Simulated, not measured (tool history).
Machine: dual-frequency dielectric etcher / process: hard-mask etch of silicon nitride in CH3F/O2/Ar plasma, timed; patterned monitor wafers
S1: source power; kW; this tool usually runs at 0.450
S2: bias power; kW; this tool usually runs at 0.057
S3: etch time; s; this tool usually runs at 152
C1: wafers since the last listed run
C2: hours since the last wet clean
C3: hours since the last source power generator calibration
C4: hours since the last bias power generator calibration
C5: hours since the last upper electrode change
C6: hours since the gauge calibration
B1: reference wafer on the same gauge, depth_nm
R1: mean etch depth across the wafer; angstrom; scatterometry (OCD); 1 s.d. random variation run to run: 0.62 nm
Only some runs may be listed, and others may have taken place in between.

Run 1, hour 0.0: usual settings but S2 0.053 kW; C1 0; C2 443.8; C3 3103.6; C4 703.0; C5 3802.2; C6 1057.7; B1 88.9. Result: R1 1020 angstrom.
At hour 7.3: gauge calibrated.
At hour 53.1: wet clean of the chamber.
Run 2, hour 78.1: usual settings but S2 0.053 kW; C1 550; C2 25.0; C3 3181.7; C4 781.1; C5 3880.3; C6 70.8; B1 89.0. Result: R1 978 angstrom.
Run 3, hour 299.4: usual settings but S2 0.053 kW; C1 2250; C2 246.3; C3 3403.0; C4 1002.4; C5 4101.6; C6 292.1; B1 89.1. Result: R1 986 angstrom.
Run 4, hour 346.7: usual settings; C1 480; C2 293.6; C3 3450.3; C4 1049.7; C5 4148.9; C6 339.4; B1 88.9. Result: R1 1029 angstrom.
Run 5, hour 382.8: usual settings; C1 367; C2 329.7; C3 3486.4; C4 1085.8; C5 4185.0; C6 375.5; B1 89.0. Result: R1 1031 angstrom.
Run 6, hour 426.4: usual settings but S1 0.510 kW; C1 443; C2 373.3; C3 3530.0; C4 1129.4; C5 4228.6; C6 419.1; B1 88.8. Result: R1 1075 angstrom.
At hour 487.3: upper electrode replaced.
At hour 525.2: wet clean of the chamber.
Run 7, hour 525.7: usual settings; C1 521; C2 0.5; C3 3629.3; C4 1228.7; C5 38.4; C6 518.4; B1 89.0. Result: R1 1006 angstrom.
Run 8, hour 600.8: usual settings; C1 763; C2 75.6; C3 3704.4; C4 1303.8; C5 113.5; C6 593.5; B1 89.1. Result: R1 1012 angstrom.
At hour 747.6: bias power generator calibrated.
Run 9, hour 771.2: usual settings; C1 1691; C2 246.0; C3 3874.8; C4 23.6; C5 283.9; C6 763.9; B1 89.1. Result: R1 1009 angstrom.

For run 10, what comes out?
At hour 848.8: source power generator calibrated.
Run 10, hour 852.8: usual settings; C1 789; C2 327.6; C3 4.0; C4 105.2; C5 365.5; C6 845.5; B1 ?. Result: R1 ?.

B1: 88.9
R1: 1022 angstrom
With the hidden condition absent and the run-to-run variation left alone, this run would have shown R1 996 angstrom.

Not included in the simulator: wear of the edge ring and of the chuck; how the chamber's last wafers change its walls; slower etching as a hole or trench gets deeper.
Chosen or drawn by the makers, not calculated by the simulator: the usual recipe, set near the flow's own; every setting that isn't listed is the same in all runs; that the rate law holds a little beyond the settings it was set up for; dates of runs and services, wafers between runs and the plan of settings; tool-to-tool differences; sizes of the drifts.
